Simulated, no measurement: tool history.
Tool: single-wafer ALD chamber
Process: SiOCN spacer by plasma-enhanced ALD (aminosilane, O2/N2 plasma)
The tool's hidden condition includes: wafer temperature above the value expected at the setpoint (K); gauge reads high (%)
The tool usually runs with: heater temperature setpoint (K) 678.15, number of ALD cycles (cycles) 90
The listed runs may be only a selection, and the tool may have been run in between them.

| run | day | heater temperature setpoint (K) | number of ALD cycles (cycles) | wafers since the last listed run | hours since the last thermocouple change | hours since the gauge calibration | read-back reference wafer on the same gauge, thickness_nm | mean film thickness on the monitor wafer (angstrom) |
|---|---|---|---|---|---|---|---|---|
| 1 | 0.000 | 666.15 | 90 | 0 | 2577.3 | 81.8 | 4.681 | 56.85 |
| 2 | 0.429 | 678.15 | 78 | 20 | 2587.6 | 92.1 | 4.679 | 48.63 |
| 3 | 1.083 | 678.15 | 78 | 31 | 2603.3 | 107.8 | 4.684 | 48.38 |
| 4 | 1.525 | 678.15 | 100 | 21 | 2613.9 | 118.4 | 4.680 | 62.20 |
| 5 | 1.850 | 678.15 | 100 | 15 | 2621.7 | 126.2 | 4.680 | 62.07 |
| 6 | 2.338 | 678.15 | 90 | 23 | 2633.4 | 137.9 | 4.677 | 55.98 |
| 7 | 2.879 | 689.15 | 90 | 26 | 2646.4 | 150.9 | 4.678 | 54.18 |
| 8 | 3.179 | 689.15 | 90 | 14 | 2653.6 | 158.1 | 4.678 | 54.25 |
|  | 3.512 | gauge calibrated |
| 9 | 4.562 | 689.15 | 90 | 67 | 2686.8 | 25.2 | 4.680 | 54.34 |
| 10 | 4.929 | 678.15 | 90 | 17 | 2695.6 | 34.0 | 4.682 | 55.81 |
| 11 | 5.462 | 690.15 | 102 | 25 | 2708.4 | 46.8 | 4.683 | 61.68 |
| 12 | 5.883 | 684.15 | 106 | 20 | 2718.5 | 56.9 | 4.678 | 64.86 |
| 13 | 6.217 | 678.15 | 90 | 16 | 2726.5 | 64.9 | 4.677 | 55.82 |
| 14 | 6.692 | 665.15 | 76 | 23 | 2737.9 | 76.3 | 4.679 | 48.27 |
| 15 | 7.292 | 678.15 | 96 | 29 | 2752.3 | 90.7 | 4.679 | 59.78 |
|  | 8.904 | thermocouple changed; heater temperature recalibrated |
| 16 | 8.958 | 678.15 | 85 | 64 | 1.3 | 130.7 | 4.682 | 52.68 |
| 17 | 9.650 | 691.15 | 95 | 33 | 17.9 | 147.3 | 4.682 | 56.87 |
| 18 | 10.083 | 678.15 | 77 | 21 | 28.3 | 157.7 | 4.679 | 47.78 |
|  | 10.233 | gauge calibrated |
| 19 | 10.575 | 664.15 | 97 | 23 | 40.1 | 8.2 | 4.677 | 61.28 |
| 20 | 10.862 | 678.15 | 104 | 13 | 47.0 | 15.1 | 4.679 | 64.67 |
| 21 | 11.562 | 678.15 | 90 | 34 | 63.8 | 31.9 | 4.680 | 56.04 |

Hidden state, per run?
wafer temperature above the value expected at the setpoint (K): 0 across all the runs
gauge reads high (%): 0 across all the runs
